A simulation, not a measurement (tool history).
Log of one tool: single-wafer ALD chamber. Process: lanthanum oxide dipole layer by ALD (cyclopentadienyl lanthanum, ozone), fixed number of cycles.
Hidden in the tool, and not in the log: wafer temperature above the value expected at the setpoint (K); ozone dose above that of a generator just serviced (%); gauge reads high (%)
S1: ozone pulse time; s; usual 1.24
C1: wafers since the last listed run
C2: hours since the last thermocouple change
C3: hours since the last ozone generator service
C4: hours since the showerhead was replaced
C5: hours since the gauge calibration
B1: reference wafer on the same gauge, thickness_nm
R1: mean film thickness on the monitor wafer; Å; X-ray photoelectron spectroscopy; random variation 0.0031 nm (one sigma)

run    hour    S1    C1      C2      C3      C4     C5     B1    R1
  1     0.0  0.92     0  1444.9  1415.8  5815.2   81.2  0.616  5.54
  2    62.1  0.92  1063  1507.0  1477.9  5877.3  143.3  0.615  5.48
  3    89.6  1.24   470  1534.5  1505.4  5904.8  170.8  0.614  5.73
  4   119.6  1.24   513  1564.5  1535.4  5934.8  200.8  0.615  5.73
  5   189.5  0.94  1197  1634.4  1605.3  6004.7  270.7  0.615  5.49
  6   247.5  0.94   993  1692.4  1663.3  6062.7  328.7  0.614  5.43
  7   314.4  1.24  1145  1759.3  1730.2  6129.6  395.6  0.615  5.64
      348.4  -- showerhead replaced, of another model than before
  8   363.4  1.24   702  1808.3  1779.2    15.0  444.6  0.616  5.76
  9   430.1  1.24  1142  1875.0  1845.9    81.7  511.3  0.615  5.81
      450.2  -- gauge calibrated
 10   467.8  1.65   645  1912.7  1883.6   119.4   17.6  0.616  5.90
 11   512.0  1.24   757  1956.9  1927.8   163.6   61.8  0.615  5.80
 12   554.3  0.77   724  1999.2  1970.1   205.9  104.1  0.615  5.53
      630.5  -- ozone generator serviced
 13   631.0  0.83  1176  2075.9     0.5   282.6  180.8  0.616  5.84
      712.5  -- thermocouple changed; heater temperature recalibrated
 14   802.3  1.38  2796    89.8   171.8   453.9  352.1  0.615  6.00
 15   850.3  1.47   822   137.8   219.8   501.9  400.1  0.616  6.05
 16   918.0  1.24  1159   205.5   287.5   569.6  467.8  0.615  5.96
 17   981.7  1.24  1090   269.2   351.2   633.3  531.5  0.615  5.99
 18  1015.8  1.61   584   303.3   385.3   667.4  565.6  0.615  6.06
 19  1054.2  1.24   657   341.7   423.7   705.8  604.0  0.616  6.05

Forecast each of these 3 alternatives for the next run:
  A  1054.6  1.24   6  342.1  424.1  706.2  604.4   ?   ?
  B  1054.6  1.51   6  342.1  424.1  706.2  604.4   ?   ?
  C  1054.6  1.07   6  342.1  424.1  706.2  604.4   ?   ?

run     B1    R1
  A  0.615  5.99
  B  0.615  6.07
  C  0.615  5.92
Without the tool's hidden state the same runs would have given:
run    R1
  A  6.01
  B  6.09
  C  5.94

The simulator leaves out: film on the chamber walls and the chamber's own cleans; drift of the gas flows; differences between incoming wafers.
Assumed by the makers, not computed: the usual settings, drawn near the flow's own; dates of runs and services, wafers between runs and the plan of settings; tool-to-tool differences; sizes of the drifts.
